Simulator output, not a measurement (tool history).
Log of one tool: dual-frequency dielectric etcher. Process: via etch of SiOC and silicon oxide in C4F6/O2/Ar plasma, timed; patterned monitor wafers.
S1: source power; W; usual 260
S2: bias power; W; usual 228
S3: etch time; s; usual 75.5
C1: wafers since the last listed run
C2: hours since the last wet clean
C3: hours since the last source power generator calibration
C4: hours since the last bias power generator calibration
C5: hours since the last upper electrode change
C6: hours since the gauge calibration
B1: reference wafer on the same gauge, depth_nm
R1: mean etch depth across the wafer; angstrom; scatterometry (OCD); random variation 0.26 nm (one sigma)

Run 1, day 0: usual settings but S2 201 W; C1 0; C2 101.7; C3 2077.6; C4 3509.9; C5 3172.6; C6 296; B1 68.7. Result: R1 734 angstrom.
Run 2, day 0.858: usual settings; C1 192; C2 122.3; C3 2098.2; C4 3530.5; C5 3193.2; C6 316.6; B1 68.8. Result: R1 768 angstrom.
Run 3, day 1.75: usual settings; C1 199; C2 143.7; C3 2119.6; C4 3551.9; C5 3214.6; C6 338; B1 68.9. Result: R1 768 angstrom.
Run 4, day 2.95: usual settings; C1 268; C2 172.5; C3 2148.4; C4 3580.7; C5 3243.4; C6 366.8; B1 68.8. Result: R1 767 angstrom.
Run 5, day 3.9: usual settings; C1 212; C2 195.3; C3 2171.2; C4 3603.5; C5 3266.2; C6 389.6; B1 68.8. Result: R1 767 angstrom.
Run 6, day 5.296: usual settings; C1 312; C2 228.8; C3 2204.7; C4 3637; C5 3299.7; C6 423.1; B1 68.8. Result: R1 769 angstrom.
Run 7, day 6.792: usual settings; C1 335; C2 264.7; C3 2240.6; C4 3672.9; C5 3335.6; C6 459; B1 68.9. Result: R1 768 angstrom.
Run 8, day 8.179: usual settings but S1 230 W, S3 62 s; C1 310; C2 298; C3 2273.9; C4 3706.2; C5 3368.9; C6 492.3; B1 68.8. Result: R1 599 angstrom.
At day 9.5: wet clean of the chamber.
Run 9, day 9.521: usual settings but S1 230 W, S3 62 s; C1 76; C2 0.5; C3 2306.1; C4 3738.4; C5 3401.1; C6 524.5; B1 68.9. Result: R1 602 angstrom.
Run 10, day 10.029: usual settings but S1 290 W; C1 113; C2 12.7; C3 2318.3; C4 3750.6; C5 3413.3; C6 536.7; B1 68.8. Result: R1 800 angstrom.
Run 11, day 11.525: usual settings but S1 290 W; C1 335; C2 48.6; C3 2354.2; C4 3786.5; C5 3449.2; C6 572.6; B1 68.7. Result: R1 804 angstrom.
At day 11.946: gauge calibrated.
Run 12, day 12.571: usual settings; C1 234; C2 73.7; C3 2379.3; C4 3811.6; C5 3474.3; C6 15; B1 68.8. Result: R1 775 angstrom.
Run 13, day 13.775: usual settings but S1 280 W, S2 180 W, S3 92.5 s; C1 269; C2 102.6; C3 2408.2; C4 3840.5; C5 3503.2; C6 43.9; B1 68.7. Result: R1 886 angstrom.
At day 15.162: upper electrode replaced.
Run 14, day 15.183: usual settings but S1 280 W, S2 193 W, S3 86.5 s; C1 91; C2 136.4; C3 2442; C4 3874.3; C5 0.5; C6 77.7; B1 68.7. Result: R1 853 angstrom.
At day 16.154: bias power generator calibrated.
Run 15, day 16.175: usual settings but S1 210 W, S2 243 W; C1 184; C2 160.2; C3 2465.8; C4 0.5; C5 24.3; C6 101.5; B1 68.8. Result: R1 724 angstrom.
Run 16, day 16.85: usual settings but S1 290 W, S2 185 W, S3 53 s; C1 151; C2 176.4; C3 2482; C4 16.7; C5 40.5; C6 117.7; B1 68.8. Result: R1 524 angstrom.
Run 17, day 17.45: usual settings; C1 134; C2 190.8; C3 2496.4; C4 31.1; C5 54.9; C6 132.1; B1 68.8. Result: R1 769 angstrom.
Run 18, day 18.367: usual settings but S1 290 W, S3 53.5 s; C1 205; C2 212.8; C3 2518.4; C4 53.1; C5 76.9; C6 154.1; B1 68.8. Result: R1 572 angstrom.
Run 19, day 20.758: usual settings but S1 300 W, S2 188 W, S3 62.5 s; C1 535; C2 270.2; C3 2575.8; C4 110.5; C5 134.3; C6 211.5; B1 68.9. Result: R1 626 angstrom.
Run 20, day 21.596: usual settings but S1 320 W, S2 182 W, S3 61 s; C1 187; C2 290.3; C3 2595.9; C4 130.6; C5 154.4; C6 231.6; B1 68.8. Result: R1 620 angstrom.

Run 21 comes next. What will it give?
At day 22.433: source power generator calibrated.
At day 22.758: wet clean of the chamber.
Run 21, day 25.812: usual settings; C1 834; C2 73.3; C3 81.1; C4 231.8; C5 255.6; C6 332.8; B1 ?. Result: R1 ?.

{"run 21": {"B1": 68.8, "R1": 770}}
Without the tool's hidden state the same run would have given R1 770 angstrom.

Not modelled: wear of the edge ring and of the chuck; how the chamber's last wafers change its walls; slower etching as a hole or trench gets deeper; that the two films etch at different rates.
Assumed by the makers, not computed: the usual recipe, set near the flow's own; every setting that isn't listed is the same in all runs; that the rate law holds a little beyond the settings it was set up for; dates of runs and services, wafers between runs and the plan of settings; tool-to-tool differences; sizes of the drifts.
